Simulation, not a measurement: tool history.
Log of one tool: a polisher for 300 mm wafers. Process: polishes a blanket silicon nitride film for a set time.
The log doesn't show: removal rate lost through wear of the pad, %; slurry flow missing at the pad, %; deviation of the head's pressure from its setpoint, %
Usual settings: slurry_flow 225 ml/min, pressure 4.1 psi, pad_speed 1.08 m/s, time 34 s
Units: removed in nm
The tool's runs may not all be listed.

run	hour	slurry_flow	pressure	pad_speed	time	wafers since the last listed run	wafers polished on this pad	hours since the slurry nozzle was cleaned	hours since the head pressure was calibrated	incoming thickness of the incoming film, nm	removed
1	0.0	225	4.1	1.20	34	0	649	253.3	242.5	461.0	67.8
2	8.3	225	4.1	1.20	34	61	710	261.6	250.8	468.9	67.5
3	23.1	225	4.1	1.20	34	109	820	276.4	265.6	459.4	67.1
4	33.2	225	4.1	1.08	34	74	894	286.5	275.7	449.4	60.5
5	49.1	225	4.1	1.08	34	117	1012	302.4	291.6	463.3	58.6
6	63.8	225	4.1	1.08	34	108	1121	317.1	306.3	457.8	57.6
7	75.2	225	4.1	1.08	34	84	1205	328.5	317.7	462.5	57.2
8	86.7	225	4.1	1.08	34	85	1290	340.0	329.2	451.6	55.8
# hour 99.2: worn pad replaced by a new one
9	99.7	225	4.1	1.08	43	66	3	353.0	342.2	453.1	81.6
10	107.4	225	4.1	1.08	34	56	60	360.7	349.9	464.9	64.5
# hour 110.8: head pressure recalibrated
# hour 117.7: slurry nozzle cleaned
11	120.1	280	3.4	1.08	42	71	132	2.4	9.3	463.8	70.2
12	129.2	225	4.6	1.08	28	67	199	11.5	18.4	452.4	57.3
13	144.0	225	3.6	1.32	34	109	309	26.3	33.2	461.1	68.8

The next listed run, before its measurement:
14	161.2	225	4.1	1.08	34	127	436	43.5	50.4	462.2	?

{"run 14": {"removed": 63.0}}
Without the tool's hidden state the same run would have given removed 64.1 nm.
